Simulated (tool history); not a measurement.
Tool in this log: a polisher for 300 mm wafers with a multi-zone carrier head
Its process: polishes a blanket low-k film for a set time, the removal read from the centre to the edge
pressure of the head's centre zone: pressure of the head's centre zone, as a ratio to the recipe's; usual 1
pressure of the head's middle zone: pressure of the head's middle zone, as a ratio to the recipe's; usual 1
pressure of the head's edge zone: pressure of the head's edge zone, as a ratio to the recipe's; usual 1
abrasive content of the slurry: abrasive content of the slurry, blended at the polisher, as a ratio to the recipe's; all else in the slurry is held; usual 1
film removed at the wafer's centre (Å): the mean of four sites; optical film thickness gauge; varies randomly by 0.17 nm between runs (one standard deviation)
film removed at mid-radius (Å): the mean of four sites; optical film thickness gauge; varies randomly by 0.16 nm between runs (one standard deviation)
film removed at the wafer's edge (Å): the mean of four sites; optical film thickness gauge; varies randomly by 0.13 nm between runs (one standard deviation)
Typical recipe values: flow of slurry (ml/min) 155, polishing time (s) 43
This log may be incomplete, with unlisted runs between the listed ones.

run   hour  flow of slurry (ml/min)  pressure of the head's centre zone  pressure of the head's middle zone  pressure of the head's edge zone  abrasive content of the slurry  polishing time (s)  wafers since the last listed run  wafers polished on this pad  hours since the slurry nozzle was cleaned  hours since the centre zone pressure was calibrated  hours since the edge zone pressure was calibrated  hours since the carrier head's membrane was replaced  incoming thickness of the incoming film, nm  film removed at the wafer's centre (Å)  film removed at mid-radius (Å)  film removed at the wafer's edge (Å)
  1      0                      130                                   1                                   1                              1.05                               1                  43                                 0                         1551                                        8.3                                                183.5                                              170.2                                                 770.1                                          373                                     217                             215                                   219
  2   33.8                      155                                   1                                   1                                 1                               1                  56                               297                         1849                                       42.1                                                217.3                                                204                                                 803.9                                        380.4                                     282                             287                                   281
  3   55.3                      110                                   1                                   1                                 1                               1                  43                               189                         2038                                       63.6                                                238.8                                              225.5                                                 825.4                                        378.5                                     211                             210                                   212
      64.8  -- worn pad replaced by a new one
  4   73.1                      155                                   1                                   1                                 1                               1                  43                               121                           72                                       81.4                                                256.6                                              243.3                                                 843.2                                          376                                     214                             219                                   218
  5   95.4                      155                                   1                                   1                                 1                               1                  43                               196                          269                                      103.7                                                278.9                                              265.6                                                 865.5                                        382.5                                     219                             223                                   218
  6  120.8                      155                                   1                                1.06                                 1                               1                  43                               223                          492                                      129.1                                                304.3                                                291                                                 890.9                                        381.8                                     221                             231                                   216
  7  139.6                      155                                   1                                   1                                 1                               1                  43                               165                          658                                      147.9                                                323.1                                              309.8                                                 909.7                                        381.8                                     218                             217                                   216
  8  168.7                      155                                1.07                                   1                                 1                               1                  51                               256                          914                                        177                                                352.2                                              338.9                                                 938.8                                        383.4                                     279                             258                                   256
  9  189.2                      155                                   1                                0.92                                 1                               1                  43                               180                         1094                                      197.5                                                372.7                                              359.4                                                 959.3                                        384.9                                     218                             206                                   218
       206  -- centre zone pressure recalibrated
 10    222                      155                                   1                                 1.1                              0.96                               1                  57                               271                         1366                                      230.3                                                   16                                              392.2                                                 992.1                                        378.1                                     291                             314                                   280
 11  248.4                      155                                   1                                   1                                 1                               1                  43                               232                         1598                                      256.7                                                 42.4                                              418.6                                                1018.5                                        380.7                                     216                             218                                   216
 12  269.1                      100                                1.12                                   1                                 1                             0.8                  43                               182                         1780                                      277.4                                                 63.1                                              439.3                                                1039.2                                        381.3                                     205                             187                                   186
     285.7  -- worn pad replaced by a new one
     293.7  -- slurry nozzle cleaned
 13  303.7                      155                                   1                                   1                                 1                               1                  43                               260                          149                                         10                                                 97.7                                              473.9                                                1073.8                                        380.8                                     218                             219                                   216
     318.9  -- edge zone pressure recalibrated
 14  322.6                      115                                   1                                   1                              0.88                               1                  43                               148                          298                                       28.9                                                116.6                                                3.7                                                1092.7                                        381.2                                     211                             213                                   199
     356.4  -- carrier head's membrane replaced by a new one
 15  429.9                      115                                1.03                                   1                                 1                             0.9                  56                               900                         1199                                      136.2                                                223.9                                                111                                                  73.5                                        380.7                                     266                             264                                   261
 16  465.8                      175                                1.12                                   1                              1.09                               1                  29                               316                         1515                                      172.1                                                259.8                                              146.9                                                 109.4                                        382.7                                     168                             149                                   154
     488.8  -- worn pad replaced by a new one
 17  489.3                      155                                   1                                   1                                 1                             0.8                  43                               171                            4                                      195.6                                                283.3                                              170.4                                                 132.9                                          380                                     192                             199                                   192
 18  563.8                      155                                   1                                   1                                 1                             0.8                  55                               655                          660                                      270.1                                                357.8                                              244.9                                                 207.4                                        377.4                                     252                             252                                   248
 19  578.3                      100                                1.12                                   1                                 1                             0.8                  43                               127                          788                                      284.6                                                372.3                                              259.4                                                 221.9                                        378.7                                     206                             186                                   187
 20  599.1                      105                                   1                                0.93                                 1                               1                  43                               183                          971                                      305.4                                                393.1                                              280.2                                                 242.7                                        380.5                                     210                             199                                   210
 21  621.6                      110                                   1                                1.09                                 1                               1                  43                               198                         1169                                      327.9                                                415.6                                              302.7                                                 265.2                                        381.1                                     211                             226                                   213

List, for all runs, the conditions of the tool that the log does not record:
removal rate lost through wear of the pad, %: 0 on each run
slurry flow missing at the pad, %: 0 on each run
deviation of the centre zone's pressure from its setpoint, %: 0 on each run
deviation of the edge zone's pressure from its setpoint, %: 0 on each run

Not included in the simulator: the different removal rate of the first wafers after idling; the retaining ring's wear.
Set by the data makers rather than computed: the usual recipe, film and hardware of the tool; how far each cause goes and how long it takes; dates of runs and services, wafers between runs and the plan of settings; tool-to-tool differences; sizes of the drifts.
